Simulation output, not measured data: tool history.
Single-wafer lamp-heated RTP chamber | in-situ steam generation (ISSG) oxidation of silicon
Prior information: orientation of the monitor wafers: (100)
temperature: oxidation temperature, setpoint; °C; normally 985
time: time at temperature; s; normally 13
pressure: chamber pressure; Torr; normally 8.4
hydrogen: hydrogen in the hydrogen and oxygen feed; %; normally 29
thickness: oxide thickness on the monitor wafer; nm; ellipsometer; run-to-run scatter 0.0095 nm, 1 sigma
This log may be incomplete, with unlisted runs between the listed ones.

run,hour,temperature,time,pressure,hydrogen,wafers since the last listed run,wafers since the last pyrometer calibration,hours since the pressure gauge was zeroed,hours since the hydrogen flow controller was replaced,hours since the gauge calibration,"read-back reference wafer on the same gauge, thickness",thickness
1,0.0,985,13,8.4,29,0,660,4719.9,5480.3,35.5,3.669,4.209
2,23.1,985,13,8.4,29,134,794,4743.0,5503.4,58.6,3.669,4.209
3,45.6,985,13,8.4,29,130,925,4765.5,5525.9,81.1,3.668,4.207
4,74.2,974,9,8.4,29,166,1091,4794.1,5554.5,109.7,3.670,3.545
5,96.9,974,9,8.4,29,131,1223,4816.8,5577.2,132.4,3.669,3.540
6,131.7,974,9,8.4,29,202,1425,4851.6,5612.0,167.2,3.668,3.541
7,159.9,991,13,8.0,29,163,1589,4879.8,5640.2,195.4,3.670,4.334
8,187.6,991,13,8.0,29,160,1750,4907.5,5667.9,223.1,3.671,4.343
9,216.4,991,13,8.0,29,167,1917,4936.3,5696.7,251.9,3.672,4.311
10,245.5,985,13,8.4,29,169,2086,4965.4,5725.8,281.0,3.670,4.226
11,274.1,985,13,8.4,32,166,2252,4994.0,5754.4,309.6,3.670,4.336
12,301.9,985,13,8.4,32,161,2414,5021.8,5782.2,337.4,3.671,4.376
13,317.5,985,13,8.4,29,90,2505,5037.4,5797.8,353.0,3.668,4.227
14,329.8,985,13,8.4,29,71,2576,5049.7,5810.1,365.3,3.669,4.243
15,359.6,985,13,8.4,29,173,2749,5079.5,5839.9,395.1,3.671,4.249
16,381.2,974,9,8.4,29,125,2875,5101.1,5861.5,416.7,3.670,3.562
17,393.3,985,13,8.4,29,70,2945,5113.2,5873.6,428.8,3.669,4.242
18,418.5,985,13,8.4,29,146,3091,5138.4,5898.8,454.0,3.672,4.248
19,445.3,974,9,9.0,32,155,3247,5165.2,5925.6,480.8,3.670,3.612
20,462.3,966,10,9.2,32,98,3346,5182.2,5942.6,497.8,3.671,3.687
21,475.8,985,13,8.4,29,78,3424,5195.7,5956.1,511.3,3.669,4.250
22,503.3,985,13,8.4,29,159,3584,5223.2,5983.6,538.8,3.667,4.239
# hour 533.6: pyrometer window cleaned and pyrometer calibrated
# hour 543.9: hydrogen flow controller replaced
# hour 544.2: pressure gauge zeroed
23,544.7,977,8,7.7,29,146,16,0.5,0.8,580.2,3.668,3.409
24,557.9,985,13,8.4,29,76,93,13.7,14.0,593.4,3.670,4.197
25,580.5,985,13,8.4,21,131,224,36.3,36.6,616.0,3.668,3.871
# hour 590.6: gauge calibrated
26,597.8,968,11,8.4,29,100,325,53.6,53.9,7.2,3.670,3.750
27,630.3,996,13,8.4,32,188,513,86.1,86.4,39.7,3.668,4.472
28,664.4,985,18,7.0,32,198,711,120.2,120.5,73.8,3.670,4.985
29,691.6,973,13,8.4,29,158,869,147.4,147.7,101.0,3.669,4.061
30,717.6,985,9,8.8,29,151,1020,173.4,173.7,127.0,3.672,3.614
31,742.5,994,13,8.4,29,144,1165,198.3,198.6,151.9,3.672,4.334

Predict each of these 3 candidate next runs independently; none follows another, all start after run 31:
A,742.9,978,13,8.4,29,2,1167,198.7,199.0,152.3,?,?
B,742.9,997,13,8.4,29,2,1167,198.7,199.0,152.3,?,?
C,742.9,991,9,9.1,23,2,1167,198.7,199.0,152.3,?,?

run,"read-back reference wafer on the same gauge, thickness",thickness
A,3.670,4.114
B,3.670,4.380
C,3.670,3.444
With the hidden condition removed and each run's random variation left untouched, the same runs would have given:
run,thickness
A,4.098
B,4.360
C,3.431

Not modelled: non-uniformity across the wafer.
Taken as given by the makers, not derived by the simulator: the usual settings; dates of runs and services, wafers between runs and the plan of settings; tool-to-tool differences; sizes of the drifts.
